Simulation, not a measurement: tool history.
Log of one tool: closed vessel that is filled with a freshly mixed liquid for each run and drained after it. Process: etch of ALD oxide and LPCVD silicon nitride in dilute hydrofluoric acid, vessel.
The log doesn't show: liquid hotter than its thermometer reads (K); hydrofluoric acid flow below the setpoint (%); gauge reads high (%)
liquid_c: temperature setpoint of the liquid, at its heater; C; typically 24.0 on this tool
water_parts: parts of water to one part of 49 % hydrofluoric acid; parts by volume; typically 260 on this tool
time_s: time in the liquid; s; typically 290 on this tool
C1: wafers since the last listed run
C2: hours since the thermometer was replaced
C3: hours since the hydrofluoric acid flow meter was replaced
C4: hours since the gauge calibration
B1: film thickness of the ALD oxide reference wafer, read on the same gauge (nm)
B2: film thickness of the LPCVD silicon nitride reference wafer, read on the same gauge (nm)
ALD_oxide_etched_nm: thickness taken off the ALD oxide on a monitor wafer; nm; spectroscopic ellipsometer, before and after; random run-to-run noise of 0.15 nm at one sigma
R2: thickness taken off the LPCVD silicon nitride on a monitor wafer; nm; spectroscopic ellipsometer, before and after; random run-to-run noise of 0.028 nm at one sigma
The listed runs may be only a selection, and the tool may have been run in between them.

Run 1, day 0.000: usual settings; C1 0; C2 1741.3; C3 2612.6; C4 931.1; B1 150.01; B2 110.018. Result: ALD_oxide_etched_nm 27.96 nm, R2 0.629 nm.
Run 2, day 1.092: usual settings; C1 2445; C2 1767.5; C3 2638.8; C4 957.3; B1 150.01; B2 110.053. Result: ALD_oxide_etched_nm 28.17 nm, R2 0.684 nm.
At day 1.783: hydrofluoric acid flow meter replaced.
Run 3, day 2.104: usual settings but liquid_c 20.0 C; C1 2175; C2 1791.8; C3 7.7; C4 981.6; B1 150.01; B2 110.006. Result: ALD_oxide_etched_nm 24.69 nm, R2 0.447 nm.
Run 4, day 2.996: usual settings but liquid_c 20.0 C; C1 1997; C2 1813.2; C3 29.1; C4 1003.0; B1 150.01; B2 109.988. Result: ALD_oxide_etched_nm 24.32 nm, R2 0.540 nm.
Run 5, day 4.138: usual settings but water_parts 180 parts by volume; C1 2557; C2 1840.6; C3 56.5; C4 1030.4; B1 150.00; B2 110.046. Result: ALD_oxide_etched_nm 44.42 nm, R2 0.901 nm.
Run 6, day 5.458: usual settings; C1 2959; C2 1872.3; C3 88.2; C4 1062.1; B1 150.02; B2 110.011. Result: ALD_oxide_etched_nm 27.85 nm, R2 0.686 nm.
Run 7, day 6.800: usual settings but liquid_c 28.0 C, water_parts 185 parts by volume, time_s 410 s; C1 3005; C2 1904.5; C3 120.4; C4 1094.3; B1 149.99; B2 109.972. Result: ALD_oxide_etched_nm 70.64 nm, R2 1.693 nm.
Run 8, day 8.200: usual settings but liquid_c 27.0 C; C1 3136; C2 1938.1; C3 154.0; C4 1127.9; B1 150.01; B2 109.956. Result: ALD_oxide_etched_nm 31.41 nm, R2 0.734 nm.
Run 9, day 9.150: usual settings but liquid_c 22.0 C, water_parts 185 parts by volume, time_s 465 s; C1 2128; C2 1960.9; C3 176.8; C4 1150.7; B1 149.98; B2 110.028. Result: ALD_oxide_etched_nm 63.93 nm, R2 1.177 nm.
Run 10, day 9.917: usual settings but liquid_c 20.5 C, water_parts 135 parts by volume; C1 1717; C2 1979.3; C3 195.2; C4 1169.1; B1 149.99; B2 110.055. Result: ALD_oxide_etched_nm 54.56 nm, R2 0.944 nm.
Run 11, day 10.875: usual settings; C1 2147; C2 2002.3; C3 218.2; C4 1192.1; B1 150.00; B2 109.989. Result: ALD_oxide_etched_nm 28.06 nm, R2 0.591 nm.
Run 12, day 11.625: usual settings; C1 1680; C2 2020.3; C3 236.2; C4 1210.1; B1 149.99; B2 109.991. Result: ALD_oxide_etched_nm 28.28 nm, R2 0.615 nm.
Run 13, day 13.017: usual settings but liquid_c 19.5 C, water_parts 345 parts by volume, time_s 215 s; C1 3117; C2 2053.7; C3 269.6; C4 1243.5; B1 149.99; B2 110.069. Result: ALD_oxide_etched_nm 12.53 nm, R2 0.290 nm.
Run 14, day 14.062: usual settings; C1 2343; C2 2078.8; C3 294.7; C4 1268.6; B1 150.01; B2 110.014. Result: ALD_oxide_etched_nm 28.37 nm, R2 0.629 nm.
Run 15, day 15.379: usual settings but liquid_c 22.5 C, water_parts 215 parts by volume, time_s 355 s; C1 2949; C2 2110.4; C3 326.3; C4 1300.2; B1 150.01; B2 109.989. Result: ALD_oxide_etched_nm 41.53 nm, R2 0.763 nm.
At day 15.521: gauge calibrated.
At day 16.108: thermometer replaced.
Run 16, day 16.450: usual settings; C1 2305; C2 8.2; C3 352.0; C4 22.3; B1 150.00; B2 110.073. Result: ALD_oxide_etched_nm 26.31 nm, R2 0.627 nm.
Run 17, day 17.792: usual settings; C1 3005; C2 40.4; C3 384.2; C4 54.5; B1 150.01; B2 109.980. Result: ALD_oxide_etched_nm 26.11 nm, R2 0.608 nm.
Run 18, day 18.833: usual settings but liquid_c 20.0 C, water_parts 135 parts by volume, time_s 245 s; C1 2333; C2 65.4; C3 409.2; C4 79.5; B1 149.99; B2 110.005. Result: ALD_oxide_etched_nm 41.76 nm, R2 0.720 nm.
Run 19, day 20.004: usual settings but time_s 155 s; C1 2623; C2 93.5; C3 437.3; C4 107.6; B1 150.00; B2 110.030. Result: ALD_oxide_etched_nm 14.17 nm, R2 0.329 nm.
Run 20, day 21.404: usual settings but water_parts 190 parts by volume; C1 3136; C2 127.1; C3 470.9; C4 141.2; B1 150.01; B2 109.986. Result: ALD_oxide_etched_nm 38.53 nm, R2 0.765 nm.
Run 21, day 22.388: usual settings; C1 2203; C2 150.7; C3 494.5; C4 164.8; B1 150.00; B2 110.013. Result: ALD_oxide_etched_nm 26.62 nm, R2 0.555 nm.
Run 22, day 23.571: usual settings but water_parts 320 parts by volume; C1 2651; C2 179.1; C3 522.9; C4 193.2; B1 149.98; B2 109.991. Result: ALD_oxide_etched_nm 20.30 nm, R2 0.458 nm.
Run 23, day 24.533: usual settings but liquid_c 21.0 C, water_parts 365 parts by volume, time_s 155 s; C1 2156; C2 202.2; C3 546.0; C4 216.3; B1 149.99; B2 110.025. Result: ALD_oxide_etched_nm 8.29 nm, R2 0.160 nm.
Run 24, day 25.233: usual settings but liquid_c 21.0 C; C1 1568; C2 219.0; C3 562.8; C4 233.1; B1 150.01; B2 110.035. Result: ALD_oxide_etched_nm 23.69 nm, R2 0.464 nm.
Run 25, day 26.258: usual settings but liquid_c 27.5 C, water_parts 140 parts by volume, time_s 235 s; C1 2296; C2 243.6; C3 587.4; C4 257.7; B1 150.00; B2 109.983. Result: ALD_oxide_etched_nm 51.79 nm, R2 1.088 nm.

Below are 5 alternative next runs, each starting from the tool's condition after run 25. Predict each:
Run A, day 26.288: usual settings; C1 65; C2 244.3; C3 588.1; C4 258.4; B1 ?; B2 ?. Result: ALD_oxide_etched_nm ?, R2 ?.
Run B, day 26.288: usual settings but liquid_c 21.0 C, time_s 215 s; C1 65; C2 244.3; C3 588.1; C4 258.4; B1 ?; B2 ?. Result: ALD_oxide_etched_nm ?, R2 ?.
Run C, day 26.288: usual settings but water_parts 205 parts by volume, time_s 430 s; C1 65; C2 244.3; C3 588.1; C4 258.4; B1 ?; B2 ?. Result: ALD_oxide_etched_nm ?, R2 ?.
Run D, day 26.288: usual settings but water_parts 175 parts by volume; C1 65; C2 244.3; C3 588.1; C4 258.4; B1 ?; B2 ?. Result: ALD_oxide_etched_nm ?, R2 ?.
Run E, day 26.288: usual settings but liquid_c 26.5 C, water_parts 150 parts by volume, time_s 440 s; C1 65; C2 244.3; C3 588.1; C4 258.4; B1 ?; B2 ?. Result: ALD_oxide_etched_nm ?, R2 ?.

run      B1       B2  ALD_oxide_etched_nm     R2
  A  150.01  110.010                26.52  0.594
  B  150.01  110.010                17.65  0.365
  C  150.01  110.010                52.84  1.115
  D  150.01  110.010                43.14  0.880
  E  150.01  110.010                86.30  1.823
Had the tool no hidden state, the same runs would have come out as:
run  ALD_oxide_etched_nm     R2
  A                26.20  0.581
  B                17.42  0.357
  C                52.16  1.091
  D                42.58  0.860
  E                85.18  1.783
